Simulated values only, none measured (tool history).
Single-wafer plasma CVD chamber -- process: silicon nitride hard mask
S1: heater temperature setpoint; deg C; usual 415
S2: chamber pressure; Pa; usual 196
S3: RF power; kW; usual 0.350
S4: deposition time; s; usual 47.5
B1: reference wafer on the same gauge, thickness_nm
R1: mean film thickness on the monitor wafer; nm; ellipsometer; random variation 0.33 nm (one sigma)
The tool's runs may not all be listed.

run 1 hour=0.0 | S1=415 S2=196 S3=0.350 S4=47.5 | B1=59.812 | R1=55.706
run 2 hour=101.3 | S1=415 S2=180 S3=0.350 S4=47.5 | B1=59.791 | R1=53.874
run 3 hour=138.4 | S1=415 S2=180 S3=0.350 S4=47.5 | B1=59.872 | R1=53.958
run 4 hour=240.4 | S1=415 S2=196 S3=0.350 S4=47.5 | B1=59.762 | R1=54.728
run 5 hour=303.1 | S1=415 S2=196 S3=0.350 S4=47.5 | B1=59.788 | R1=55.130
run 6 hour=345.2 | S1=415 S2=196 S3=0.350 S4=47.5 | B1=59.719 | R1=55.345
run 7 hour=398.0 | S1=415 S2=228 S3=0.350 S4=47.5 | B1=59.735 | R1=57.018
run 8 hour=496.7 | S1=415 S2=228 S3=0.350 S4=47.5 | B1=59.764 | R1=57.106
run 9 hour=602.5 | S1=415 S2=196 S3=0.350 S4=47.5 | B1=59.920 | R1=54.533
-- hour=655.9 capacitance manometer re-zeroed and calibrated
run 10 hour=693.2 | S1=415 S2=196 S3=0.350 S4=47.5 | B1=59.802 | R1=55.411
run 11 hour=729.4 | S1=415 S2=196 S3=0.350 S4=47.5 | B1=59.942 | R1=54.544
run 12 hour=789.5 | S1=428 S2=196 S3=0.370 S4=47.5 | B1=59.824 | R1=56.864
-- hour=809.2 showerhead replaced
run 13 hour=882.1 | S1=425 S2=156 S3=0.350 S4=47.5 | B1=59.708 | R1=51.231
-- hour=915.6 RF generator calibrated
run 14 hour=949.0 | S1=415 S2=196 S3=0.350 S4=47.5 | B1=59.815 | R1=57.695
-- hour=1006.2 thermocouple changed; heater temperature recalibrated
run 15 hour=1006.7 | S1=420 S2=217 S3=0.350 S4=55.5 | B1=59.854 | R1=70.196
run 16 hour=1047.8 | S1=415 S2=196 S3=0.350 S4=54.2 | B1=59.724 | R1=66.427
run 17 hour=1144.7 | S1=415 S2=196 S3=0.375 S4=47.5 | B1=59.805 | R1=59.568
run 18 hour=1208.3 | S1=415 S2=196 S3=0.350 S4=47.5 | B1=59.905 | R1=57.330
run 19 hour=1271.9 | S1=428 S2=196 S3=0.370 S4=47.5 | B1=59.771 | R1=58.879
run 20 hour=1566.2 | S1=426 S2=196 S3=0.400 S4=54.3 | B1=59.886 | R1=69.552
run 21 hour=1642.0 | S1=408 S2=167 S3=0.305 S4=53.3 | B1=59.801 | R1=53.944
-- hour=1673.5 gauge calibrated
run 22 hour=1688.2 | S1=404 S2=196 S3=0.320 S4=55.3 | B1=59.831 | R1=60.730
run 23 hour=1783.1 | S1=421 S2=196 S3=0.350 S4=47.5 | B1=59.760 | R1=55.459
run 24 hour=1844.9 | S1=415 S2=196 S3=0.350 S4=47.5 | B1=59.930 | R1=55.471
run 25 hour=2033.8 | S1=407 S2=164 S3=0.350 S4=47.5 | B1=59.846 | R1=53.077
run 26 hour=2070.6 | S1=404 S2=221 S3=0.300 S4=47.5 | B1=59.870 | R1=51.420
run 27 hour=2146.8 | S1=419 S2=180 S3=0.320 S4=38.0 | B1=59.795 | R1=40.703
run 28 hour=2236.9 | S1=415 S2=223 S3=0.325 S4=39.2 | B1=59.746 | R1=44.811
run 29 hour=2277.1 | S1=415 S2=196 S3=0.350 S4=47.5 | B1=59.805 | R1=54.517

3 ways to go on from here, each from the tool as it stands after run 29. What would each give?
run A hour=2277.5 | S1=415 S2=196 S3=0.315 S4=47.5 | B1=? | R1=?
run B hour=2277.5 | S1=415 S2=196 S3=0.350 S4=38.0 | B1=? | R1=?
run C hour=2277.5 | S1=425 S2=225 S3=0.350 S4=47.5 | B1=? | R1=?

run=A B1=59.784 R1=50.821
run=B B1=59.784 R1=43.913
run=C B1=59.784 R1=56.616
With the hidden condition removed and each run's random variation left untouched, the same runs would have given:
run=A R1=54.122
run=B R1=46.633
run=C R1=60.123
